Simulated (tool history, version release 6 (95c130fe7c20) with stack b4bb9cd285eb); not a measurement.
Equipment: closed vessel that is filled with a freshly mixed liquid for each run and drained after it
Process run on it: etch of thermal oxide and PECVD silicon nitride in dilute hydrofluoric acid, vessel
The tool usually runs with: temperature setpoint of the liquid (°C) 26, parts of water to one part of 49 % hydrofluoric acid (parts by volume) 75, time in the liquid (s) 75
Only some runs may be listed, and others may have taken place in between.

run	hour	temperature setpoint of the liquid (°C)	parts of water to one part of 49 % hydrofluoric acid (parts by volume)	time in the liquid (s)	wafers since the last listed run	hours since the thermometer was replaced	hours since the hydrofluoric acid flow meter was replaced	hours since the gauge calibration	read-back film thickness of the thermal oxide reference wafer, read on the same gauge (nm)	read-back film thickness of the PECVD silicon nitride reference wafer, read on the same gauge (nm)	thickness taken off the thermal oxide on a monitor wafer (angstrom)	thickness taken off the PECVD silicon nitride on a monitor wafer (angstrom)
1	0	26	75	40	0	2012.8	1036.4	287.8	60.01	149.963	23.6	13.44
2	34.1	26	75	40	2615	2046.9	1070.5	321.9	59.99	149.939	23.7	13.33
# hour 42.3: thermometer replaced
3	61.8	26	55	75	2047	19.5	1098.2	349.6	59.97	149.997	69.4	41.33
4	81.7	26	75	75	1526	39.4	1118.1	369.5	60.01	150.006	49.5	29.8
5	117.4	26	75	75	2737	75.1	1153.8	405.2	60.03	149.998	49.6	29.78
6	130.6	26	75	75	1012	88.3	1167	418.4	60.02	149.968	49.4	30.39
7	161.3	26	75	75	2354	119	1197.7	449.1	60.06	150.008	49.7	30.2
# hour 169: hydrofluoric acid flow meter replaced
8	194.6	26	105	115	2476	152.3	25.6	482.4	60	149.974	51.8	32.35
9	207.5	26	75	75	989	165.2	38.5	495.3	59.94	149.981	49.6	29.95
10	235.6	26	45	75	2154	193.3	66.6	523.4	59.98	149.998	85.9	48.79
11	268.4	26	75	75	2515	226.1	99.4	556.2	60.02	150.005	49.1	29.89
12	297.2	22.5	95	45	2208	254.9	128.2	585	60.03	149.983	19.6	11.24
# hour 304.4: gauge calibrated
13	314.6	26	100	40	1334	272.3	145.6	10.2	59.99	150.069	19.1	11.87
14	345.9	26	75	75	2400	303.6	176.9	41.5	59.99	149.971	49	29.52
15	359	21.5	75	75	1004	316.7	190	54.6	60.04	150	40.8	21.79
16	380.8	23.5	40	75	1671	338.5	211.8	76.4	60.02	150.013	86.8	46.3
17	415.9	30	105	75	2691	373.6	246.9	111.5	60	149.999	39.1	27.42
18	436.3	27.5	60	105	1564	394	267.3	131.9	60.02	150.033	93	55.97
19	454.1	22.5	75	35	1365	411.8	285.1	149.7	60.03	150.03	19.7	10.98
20	529	30	75	35	5743	486.7	360	224.6	59.94	150.006	26.6	17.57
21	558.8	26	75	75	2285	516.5	389.8	254.4	60	149.981	48.4	29.01
22	576.2	26	90	30	1334	533.9	407.2	271.8	60.03	150.005	15.9	9.7
23	597.6	26	95	75	1641	555.3	428.6	293.2	60.04	149.986	37	23.12
24	614.9	23	45	50	1326	572.6	445.9	310.5	60.05	149.999	49.5	26.21
25	628.6	26	75	75	1050	586.3	459.6	324.2	59.99	149.973	48.4	28.32
26	644.5	22	45	105	1219	602.2	475.5	340.1	60.01	149.976	99.7	51.02
27	656.9	28.5	50	120	950	614.6	487.9	352.5	60.01	149.988	132.3	82.27

What if the next run were any one of these 3? Each begins from the tool's condition after run 27:
A	657.6	26	75	65	53	615.3	488.6	353.2	?	?	?	?
B	657.6	23.5	75	75	53	615.3	488.6	353.2	?	?	?	?
C	657.6	23.5	40	105	53	615.3	488.6	353.2	?	?	?	?

run	read-back film thickness of the thermal oxide reference wafer, read on the same gauge (nm)	read-back film thickness of the PECVD silicon nitride reference wafer, read on the same gauge (nm)	thickness taken off the thermal oxide on a monitor wafer (angstrom)	thickness taken off the PECVD silicon nitride on a monitor wafer (angstrom)
A	59.98	149.997	41.6	24.82
B	59.98	149.997	43.4	24.23
C	59.98	149.997	119.1	62.72
With the hidden condition removed and each run's random variation left untouched, the same runs would have given:
run	thickness taken off the thermal oxide on a monitor wafer (angstrom)	thickness taken off the PECVD silicon nitride on a monitor wafer (angstrom)
A	43.1	26.3
B	45	25.71
C	123.6	66.61
